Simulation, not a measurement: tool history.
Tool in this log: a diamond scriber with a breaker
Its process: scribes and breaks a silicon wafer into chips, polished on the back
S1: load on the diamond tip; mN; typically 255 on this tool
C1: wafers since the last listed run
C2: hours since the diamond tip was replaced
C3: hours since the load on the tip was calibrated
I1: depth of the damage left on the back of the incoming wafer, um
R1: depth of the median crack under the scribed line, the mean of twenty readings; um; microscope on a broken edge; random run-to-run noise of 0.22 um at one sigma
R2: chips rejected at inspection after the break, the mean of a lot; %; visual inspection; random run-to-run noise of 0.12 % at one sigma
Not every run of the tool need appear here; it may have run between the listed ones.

run 1 hour=0.0 | S1=302 | C1=0 C2=460.2 C3=1000.6 | I1=0.05 | R1=15.46 R2=2.21
run 2 hour=70.4 | S1=302 | C1=112 C2=530.6 C3=1071.0 | I1=0.02 | R1=15.56 R2=2.11
run 3 hour=96.5 | S1=292 | C1=41 C2=556.7 C3=1097.1 | I1=0.01 | R1=15.33 R2=1.72
run 4 hour=152.8 | S1=255 | C1=90 C2=613.0 C3=1153.4 | I1=0.02 | R1=13.57 R2=2.34
run 5 hour=264.5 | S1=255 | C1=178 C2=724.7 C3=1265.1 | I1=0.05 | R1=13.40 R2=2.31
-- hour=275.1 diamond tip replaced by a new one
run 6 hour=307.1 | S1=255 | C1=64 C2=32.0 C3=1307.7 | I1=0.05 | R1=13.66 R2=2.37
run 7 hour=370.0 | S1=214 | C1=100 C2=94.9 C3=1370.6 | I1=0.04 | R1=11.88 R2=6.72
run 8 hour=576.4 | S1=214 | C1=329 C2=301.3 C3=1577.0 | I1=0.03 | R1=11.74 R2=6.74
run 9 hour=605.4 | S1=310 | C1=46 C2=330.3 C3=1606.0 | I1=0.02 | R1=15.25 R2=1.88
run 10 hour=631.1 | S1=310 | C1=41 C2=356.0 C3=1631.7 | I1=0.02 | R1=15.38 R2=1.89
run 11 hour=656.6 | S1=255 | C1=40 C2=381.5 C3=1657.2 | I1=0.04 | R1=13.03 R2=2.79
run 12 hour=694.9 | S1=187 | C1=61 C2=419.8 C3=1695.5 | I1=0.02 | R1=10.37 R2=12.38
run 13 hour=758.0 | S1=231 | C1=100 C2=482.9 C3=1758.6 | I1=0.04 | R1=12.19 R2=4.67
run 14 hour=829.7 | S1=322 | C1=114 C2=554.6 C3=1830.3 | I1=0.04 | R1=15.27 R2=1.92
run 15 hour=857.4 | S1=325 | C1=44 C2=582.3 C3=1858.0 | I1=0.03 | R1=15.84 R2=2.13
-- hour=877.9 diamond tip replaced by a new one
run 16 hour=882.0 | S1=255 | C1=36 C2=4.1 C3=1882.6 | I1=0.02 | R1=12.73 R2=3.10
-- hour=890.7 load on the tip recalibrated
run 17 hour=933.1 | S1=293 | C1=78 C2=55.2 C3=42.4 | I1=0.03 | R1=16.14 R2=3.38
run 18 hour=1001.4 | S1=191 | C1=109 C2=123.5 C3=110.7 | I1=0.03 | R1=11.89 R2=7.44
run 19 hour=1048.4 | S1=255 | C1=75 C2=170.5 C3=157.7 | I1=0.03 | R1=14.50 R2=1.78
run 20 hour=1089.4 | S1=255 | C1=65 C2=211.5 C3=198.7 | I1=0.01 | R1=14.52 R2=1.92
run 21 hour=1157.1 | S1=315 | C1=108 C2=279.2 C3=266.4 | I1=0.02 | R1=16.84 R2=3.85

Branching from run 21: 4 alternative next runs. What would each branch give?
run A hour=1157.7 | S1=189 | C1=0 C2=279.8 C3=267.0 | I1=0.04 | R1=? R2=?
run B hour=1157.7 | S1=300 | C1=0 C2=279.8 C3=267.0 | I1=0.04 | R1=? R2=?
run C hour=1157.7 | S1=190 | C1=0 C2=279.8 C3=267.0 | I1=0.04 | R1=? R2=?
run D hour=1157.7 | S1=194 | C1=0 C2=279.8 C3=267.0 | I1=0.04 | R1=? R2=?

run=A R1=11.70 R2=6.95
run=B R1=16.43 R2=2.90
run=C R1=11.75 R2=6.77
run=D R1=11.94 R2=6.10
Had the tool no hidden state, the same runs would have come out as:
run=A R1=11.80 R2=6.60
run=B R1=16.56 R2=3.08
run=C R1=11.84 R2=6.43
run=D R1=12.03 R2=5.78

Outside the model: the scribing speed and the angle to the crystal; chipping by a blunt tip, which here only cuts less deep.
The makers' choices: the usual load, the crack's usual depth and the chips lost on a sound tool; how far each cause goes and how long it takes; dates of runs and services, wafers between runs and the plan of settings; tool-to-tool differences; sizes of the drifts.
